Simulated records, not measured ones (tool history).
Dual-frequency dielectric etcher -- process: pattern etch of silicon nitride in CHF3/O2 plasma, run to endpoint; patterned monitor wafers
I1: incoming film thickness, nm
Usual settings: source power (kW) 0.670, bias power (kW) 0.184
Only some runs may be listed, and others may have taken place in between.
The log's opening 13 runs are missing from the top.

run 14 hour=314.4 | source_power_(kW)=0.790 bias_power_(kW)=0.144 | I1=111.8 | endpoint_time_(s)=85.7
run 15 hour=342.1 | source_power_(kW)=0.670 bias_power_(kW)=0.153 | I1=112.3 | endpoint_time_(s)=87.9
run 16 hour=363.4 | source_power_(kW)=0.530 bias_power_(kW)=0.221 | I1=112.4 | endpoint_time_(s)=79.1
run 17 hour=383.7 | source_power_(kW)=0.760 bias_power_(kW)=0.144 | I1=112.0 | endpoint_time_(s)=87.9
-- hour=407.8 wet clean of the chamber
run 18 hour=412.1 | source_power_(kW)=0.710 bias_power_(kW)=0.184 | I1=113.2 | endpoint_time_(s)=76.5
run 19 hour=489.2 | source_power_(kW)=0.610 bias_power_(kW)=0.217 | I1=112.6 | endpoint_time_(s)=73.8
run 20 hour=519.8 | source_power_(kW)=0.670 bias_power_(kW)=0.184 | I1=111.3 | endpoint_time_(s)=77.2
-- hour=546.0 source power generator calibrated
run 21 hour=552.1 | source_power_(kW)=0.550 bias_power_(kW)=0.167 | I1=114.3 | endpoint_time_(s)=88.3
run 22 hour=579.9 | source_power_(kW)=0.670 bias_power_(kW)=0.184 | I1=112.8 | endpoint_time_(s)=78.6
run 23 hour=611.6 | source_power_(kW)=0.550 bias_power_(kW)=0.212 | I1=112.4 | endpoint_time_(s)=78.5
run 24 hour=638.6 | source_power_(kW)=0.820 bias_power_(kW)=0.143 | I1=113.3 | endpoint_time_(s)=84.0
run 25 hour=666.2 | source_power_(kW)=0.760 bias_power_(kW)=0.224 | I1=111.4 | endpoint_time_(s)=68.1
run 26 hour=697.0 | source_power_(kW)=0.500 bias_power_(kW)=0.209 | I1=112.1 | endpoint_time_(s)=80.9
run 27 hour=732.3 | source_power_(kW)=0.670 bias_power_(kW)=0.184 | I1=112.8 | endpoint_time_(s)=78.9
run 28 hour=760.1 | source_power_(kW)=0.760 bias_power_(kW)=0.163 | I1=112.4 | endpoint_time_(s)=80.3
run 29 hour=775.6 | source_power_(kW)=0.670 bias_power_(kW)=0.184 | I1=112.4 | endpoint_time_(s)=79.0
run 30 hour=800.8 | source_power_(kW)=0.820 bias_power_(kW)=0.219 | I1=113.3 | endpoint_time_(s)=68.7
run 31 hour=821.5 | source_power_(kW)=0.570 bias_power_(kW)=0.206 | I1=110.5 | endpoint_time_(s)=78.2
run 32 hour=844.3 | source_power_(kW)=0.670 bias_power_(kW)=0.184 | I1=112.2 | endpoint_time_(s)=80.0
run 33 hour=873.6 | source_power_(kW)=0.670 bias_power_(kW)=0.184 | I1=111.9 | endpoint_time_(s)=79.2
-- hour=912.5 wet clean of the chamber
run 34 hour=913.0 | source_power_(kW)=0.830 bias_power_(kW)=0.162 | I1=111.8 | endpoint_time_(s)=77.5

5 ways to go on from here, each from the tool as it stands after run 34. What would each give?
run A hour=913.4 | source_power_(kW)=0.540 bias_power_(kW)=0.184 | I1=112.8 | endpoint_time_(s)=?
run B hour=913.4 | source_power_(kW)=0.760 bias_power_(kW)=0.215 | I1=112.8 | endpoint_time_(s)=?
run C hour=913.4 | source_power_(kW)=0.670 bias_power_(kW)=0.165 | I1=112.8 | endpoint_time_(s)=?
run D hour=913.4 | source_power_(kW)=0.630 bias_power_(kW)=0.171 | I1=112.8 | endpoint_time_(s)=?
run E hour=913.4 | source_power_(kW)=0.670 bias_power_(kW)=0.219 | I1=112.8 | endpoint_time_(s)=?

run=A endpoint_time_(s)=84.1
run=B endpoint_time_(s)=69.7
run=C endpoint_time_(s)=83.2
run=D endpoint_time_(s)=83.3
run=E endpoint_time_(s)=71.9
What these runs would have given with no unlogged condition in the tool:
run=A endpoint_time_(s)=83.9
run=B endpoint_time_(s)=69.5
run=C endpoint_time_(s)=83.0
run=D endpoint_time_(s)=83.1
run=E endpoint_time_(s)=71.7

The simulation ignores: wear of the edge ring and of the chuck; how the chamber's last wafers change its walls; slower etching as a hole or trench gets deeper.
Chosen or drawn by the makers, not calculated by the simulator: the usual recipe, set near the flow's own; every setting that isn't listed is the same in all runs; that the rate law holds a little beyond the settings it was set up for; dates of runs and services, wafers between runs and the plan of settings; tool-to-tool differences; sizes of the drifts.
